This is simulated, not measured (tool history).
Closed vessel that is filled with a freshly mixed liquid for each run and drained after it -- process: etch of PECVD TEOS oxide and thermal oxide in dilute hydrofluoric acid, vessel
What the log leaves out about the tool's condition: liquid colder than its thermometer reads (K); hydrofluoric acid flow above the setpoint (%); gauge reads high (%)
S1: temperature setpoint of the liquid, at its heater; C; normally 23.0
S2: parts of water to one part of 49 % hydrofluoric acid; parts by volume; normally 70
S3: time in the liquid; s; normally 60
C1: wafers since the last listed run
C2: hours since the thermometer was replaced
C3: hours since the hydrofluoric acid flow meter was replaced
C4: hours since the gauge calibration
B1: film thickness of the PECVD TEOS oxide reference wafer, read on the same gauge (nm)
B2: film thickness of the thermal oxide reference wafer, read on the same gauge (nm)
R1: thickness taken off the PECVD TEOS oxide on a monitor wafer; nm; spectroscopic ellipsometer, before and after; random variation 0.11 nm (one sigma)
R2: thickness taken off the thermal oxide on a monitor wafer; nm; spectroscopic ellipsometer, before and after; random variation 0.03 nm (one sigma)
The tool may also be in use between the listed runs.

| run | hour | S1 | S2 | S3 | C1 | C2 | C3 | C4 | B1 | B2 | R1 | R2 |
|---|---|---|---|---|---|---|---|---|---|---|---|---|
| 1 | 0.0 | 20.5 | 50 | 60 | 0 | 54.8 | 448.1 | 1974.3 | 120.03 | 60.000 | 24.93 | 4.995 |
| 2 | 48.3 | 21.0 | 70 | 50 | 4084 | 103.1 | 496.4 | 2022.6 | 120.03 | 60.034 | 14.73 | 2.873 |
| 3 | 111.5 | 21.0 | 70 | 50 | 5344 | 166.3 | 559.6 | 2085.8 | 120.02 | 59.966 | 14.59 | 2.899 |
| 4 | 169.6 | 21.0 | 70 | 50 | 4912 | 224.4 | 617.7 | 2143.9 | 119.98 | 60.054 | 14.61 | 2.905 |
|  | 204.8 | gauge calibrated |
| 5 | 243.8 | 26.0 | 70 | 70 | 6274 | 298.6 | 691.9 | 39.0 | 119.99 | 60.005 | 24.79 | 4.886 |
| 6 | 315.9 | 26.0 | 70 | 70 | 6096 | 370.7 | 764.0 | 111.1 | 120.02 | 60.002 | 24.70 | 4.913 |
| 7 | 403.7 | 26.0 | 70 | 70 | 7424 | 458.5 | 851.8 | 198.9 | 120.01 | 59.996 | 24.54 | 4.878 |
|  | 445.6 | hydrofluoric acid flow meter replaced |
| 8 | 469.2 | 20.5 | 60 | 60 | 5454 | 524.0 | 23.6 | 264.4 | 120.01 | 60.004 | 19.54 | 3.918 |
| 9 | 561.8 | 23.0 | 80 | 90 | 7830 | 616.6 | 116.2 | 357.0 | 120.01 | 59.966 | 23.45 | 4.681 |
| 10 | 628.4 | 25.5 | 95 | 35 | 5631 | 683.2 | 182.8 | 423.6 | 120.02 | 59.985 | 8.36 | 1.660 |
|  | 667.3 | thermometer replaced |
| 11 | 732.0 | 23.0 | 70 | 60 | 8675 | 64.7 | 286.4 | 527.2 | 120.01 | 59.992 | 19.26 | 3.854 |
| 12 | 785.0 | 23.0 | 85 | 90 | 4481 | 117.7 | 339.4 | 580.2 | 120.00 | 60.014 | 23.54 | 4.668 |
| 13 | 831.1 | 23.0 | 70 | 40 | 3898 | 163.8 | 385.5 | 626.3 | 120.00 | 59.989 | 12.74 | 2.507 |
| 14 | 876.3 | 21.5 | 70 | 45 | 3822 | 209.0 | 430.7 | 671.5 | 119.98 | 60.021 | 13.34 | 2.636 |
| 15 | 979.1 | 23.0 | 70 | 60 | 8692 | 311.8 | 533.5 | 774.3 | 119.97 | 59.971 | 18.75 | 3.729 |
| 16 | 1021.0 | 23.0 | 70 | 30 | 3543 | 353.7 | 575.4 | 816.2 | 119.98 | 59.984 | 9.32 | 1.871 |
| 17 | 1118.1 | 23.0 | 70 | 60 | 8210 | 450.8 | 672.5 | 913.3 | 120.01 | 59.990 | 18.63 | 3.656 |
| 18 | 1183.8 | 23.0 | 85 | 60 | 5555 | 516.5 | 738.2 | 979.0 | 120.00 | 60.005 | 15.05 | 2.991 |
| 19 | 1280.6 | 25.0 | 80 | 75 | 8185 | 613.3 | 835.0 | 1075.8 | 120.02 | 60.018 | 21.47 | 4.227 |
|  | 1314.4 | thermometer replaced |
|  | 1317.3 | hydrofluoric acid flow meter replaced |
| 20 | 1394.7 | 23.0 | 35 | 75 | 9479 | 80.3 | 77.4 | 1189.9 | 119.99 | 59.996 | 49.90 | 9.875 |
| 21 | 1440.1 | 23.0 | 70 | 60 | 3839 | 125.7 | 122.8 | 1235.3 | 120.00 | 59.983 | 18.95 | 3.787 |
| 22 | 1512.7 | 28.0 | 35 | 35 | 6139 | 198.3 | 195.4 | 1307.9 | 120.00 | 59.989 | 28.38 | 5.631 |
| 23 | 1608.5 | 25.0 | 50 | 90 | 8100 | 294.1 | 291.2 | 1403.7 | 120.00 | 60.012 | 43.50 | 8.695 |
| 24 | 1711.6 | 23.0 | 70 | 60 | 8718 | 397.2 | 394.3 | 1506.8 | 119.99 | 60.016 | 18.38 | 3.704 |
| 25 | 1777.8 | 26.5 | 40 | 60 | 5597 | 463.4 | 460.5 | 1573.0 | 120.02 | 60.044 | 38.80 | 7.535 |
| 26 | 1830.9 | 19.0 | 40 | 60 | 4490 | 516.5 | 513.6 | 1626.1 | 120.01 | 59.989 | 27.86 | 5.539 |

4 ways to go on from here, each from the tool as it stands after run 26. What would each give?
| A | 1831.6 | 23.0 | 70 | 60 | 59 | 517.2 | 514.3 | 1626.8 | ? | ? | ? | ? |
| B | 1831.6 | 23.0 | 95 | 60 | 59 | 517.2 | 514.3 | 1626.8 | ? | ? | ? | ? |
| C | 1831.6 | 21.0 | 60 | 50 | 59 | 517.2 | 514.3 | 1626.8 | ? | ? | ? | ? |
| D | 1831.6 | 27.0 | 70 | 30 | 59 | 517.2 | 514.3 | 1626.8 | ? | ? | ? | ? |

| run | B1 | B2 | R1 | R2 |
|---|---|---|---|---|
| A | 119.98 | 60.010 | 18.34 | 3.591 |
| B | 119.98 | 60.010 | 13.12 | 2.569 |
| C | 119.98 | 60.010 | 16.59 | 3.249 |
| D | 119.98 | 60.010 | 10.79 | 2.113 |
Had the tool no hidden state, the same runs would have come out as:
| run | R1 | R2 |
|---|---|---|
| A | 19.57 | 3.834 |
| B | 13.99 | 2.739 |
| C | 17.74 | 3.474 |
| D | 11.49 | 2.251 |
